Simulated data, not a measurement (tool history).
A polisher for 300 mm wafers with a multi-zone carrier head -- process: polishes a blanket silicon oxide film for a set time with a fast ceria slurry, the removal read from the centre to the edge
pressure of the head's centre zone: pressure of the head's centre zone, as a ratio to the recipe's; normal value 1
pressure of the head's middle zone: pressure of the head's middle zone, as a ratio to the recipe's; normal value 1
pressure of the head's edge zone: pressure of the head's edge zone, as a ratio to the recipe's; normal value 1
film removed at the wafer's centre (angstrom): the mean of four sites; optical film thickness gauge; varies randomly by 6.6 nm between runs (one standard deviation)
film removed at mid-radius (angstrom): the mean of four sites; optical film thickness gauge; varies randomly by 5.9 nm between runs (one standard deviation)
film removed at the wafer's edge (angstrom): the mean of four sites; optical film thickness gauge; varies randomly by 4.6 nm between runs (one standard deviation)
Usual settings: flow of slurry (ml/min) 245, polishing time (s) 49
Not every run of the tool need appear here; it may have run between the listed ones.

| run | hour | flow of slurry (ml/min) | pressure of the head's centre zone | pressure of the head's middle zone | pressure of the head's edge zone | polishing time (s) | incoming thickness of the incoming film, nm | film removed at the wafer's centre (angstrom) | film removed at mid-radius (angstrom) | film removed at the wafer's edge (angstrom) |
|---|---|---|---|---|---|---|---|---|---|---|
| 1 | 0 | 245 | 0.93 | 1 | 1 | 57 | 2118.9 | 7535 | 8151 | 8121 |
| 2 | 22.6 | 245 | 1 | 0.92 | 1 | 49 | 2133.6 | 6843 | 6756 | 6987 |
| 3 | 51.9 | 295 | 1 | 1 | 1 | 49 | 2125.9 | 6945 | 7244 | 6932 |
| 4 | 66.4 | 245 | 0.95 | 1 | 1.11 | 64 | 2109.5 | 8553 | 9281 | 9633 |
| 5 | 88.9 | 195 | 1 | 1 | 0.9 | 36 | 2094 | 4851 | 5210 | 4851 |
| 6 | 119.4 | 245 | 1 | 0.94 | 1.07 | 40 | 2119.1 | 5532 | 5583 | 5903 |
| 7 | 150.3 | 245 | 1 | 1.08 | 1 | 57 | 2133 | 7936 | 8743 | 8154 |
|  | 157.8 | edge zone pressure recalibrated |
|  | 172.1 | worn pad replaced by a new one |
| 8 | 177.9 | 280 | 0.97 | 1.09 | 0.9 | 49 | 2094.9 | 6488 | 7573 | 6625 |
| 9 | 212.9 | 245 | 1 | 1 | 1 | 49 | 2109.6 | 6730 | 7109 | 7028 |
| 10 | 236.8 | 165 | 1 | 1 | 1 | 49 | 2109.9 | 6678 | 6938 | 6841 |
| 11 | 262 | 245 | 0.92 | 1 | 0.97 | 49 | 2083 | 6104 | 7098 | 6794 |
| 12 | 288 | 305 | 1 | 1 | 1.09 | 49 | 2092.2 | 6736 | 7218 | 7295 |
| 13 | 312.2 | 245 | 1 | 1 | 1 | 41 | 2103.3 | 5517 | 6024 | 5927 |
|  | 322.5 | slurry nozzle cleaned |
| 14 | 326.2 | 245 | 1.05 | 1 | 1 | 49 | 2061 | 7050 | 7164 | 7000 |
| 15 | 362.1 | 270 | 1 | 1 | 1 | 49 | 2101.3 | 6800 | 7166 | 6987 |
|  | 385.6 | worn pad replaced by a new one |
| 16 | 396.4 | 170 | 1 | 1 | 1.11 | 49 | 2070.1 | 6518 | 7014 | 7179 |
| 17 | 409.7 | 245 | 1 | 0.92 | 1 | 39 | 2096.2 | 5246 | 5345 | 5546 |
| 18 | 433 | 215 | 1 | 1 | 1.06 | 61 | 2097.1 | 8169 | 8694 | 8881 |
| 19 | 461.5 | 245 | 1.04 | 0.93 | 1 | 49 | 2087 | 6794 | 6695 | 7039 |
| 20 | 491 | 245 | 1 | 1 | 1 | 49 | 2125.5 | 6599 | 7141 | 6965 |
| 21 | 508.5 | 245 | 1 | 1 | 1 | 49 | 2069.5 | 6611 | 7045 | 6996 |

Each row is a separate what-if for the run after 21, all from the same tool condition, not one after another. Results?
| A | 508.9 | 245 | 1.1 | 1 | 1 | 49 | 2084.7 | ? | ? | ? |
| B | 508.9 | 320 | 1 | 1 | 1.09 | 49 | 2084.7 | ? | ? | ? |
| C | 508.9 | 185 | 0.94 | 1 | 1.05 | 35 | 2084.7 | ? | ? | ? |
| D | 508.9 | 300 | 1 | 1 | 0.93 | 65 | 2084.7 | ? | ? | ? |
| E | 508.9 | 245 | 1 | 1 | 1 | 62 | 2084.7 | ? | ? | ? |

| run | film removed at the wafer's centre (angstrom) | film removed at mid-radius (angstrom) | film removed at the wafer's edge (angstrom) |
|---|---|---|---|
| A | 7226 | 7140 | 6971 |
| B | 6672 | 7251 | 7357 |
| C | 4326 | 5025 | 5040 |
| D | 8816 | 9586 | 9011 |
| E | 8303 | 9039 | 8820 |
Take away the tool's hidden state, keep each run's random variation, and the runs would have read:
| run | film removed at the wafer's centre (angstrom) | film removed at mid-radius (angstrom) | film removed at the wafer's edge (angstrom) |
|---|---|---|---|
| A | 7647 | 7138 | 6971 |
| B | 7064 | 7249 | 7357 |
| C | 4582 | 5024 | 5040 |
| D | 9333 | 9583 | 9011 |
| E | 8790 | 9036 | 8820 |
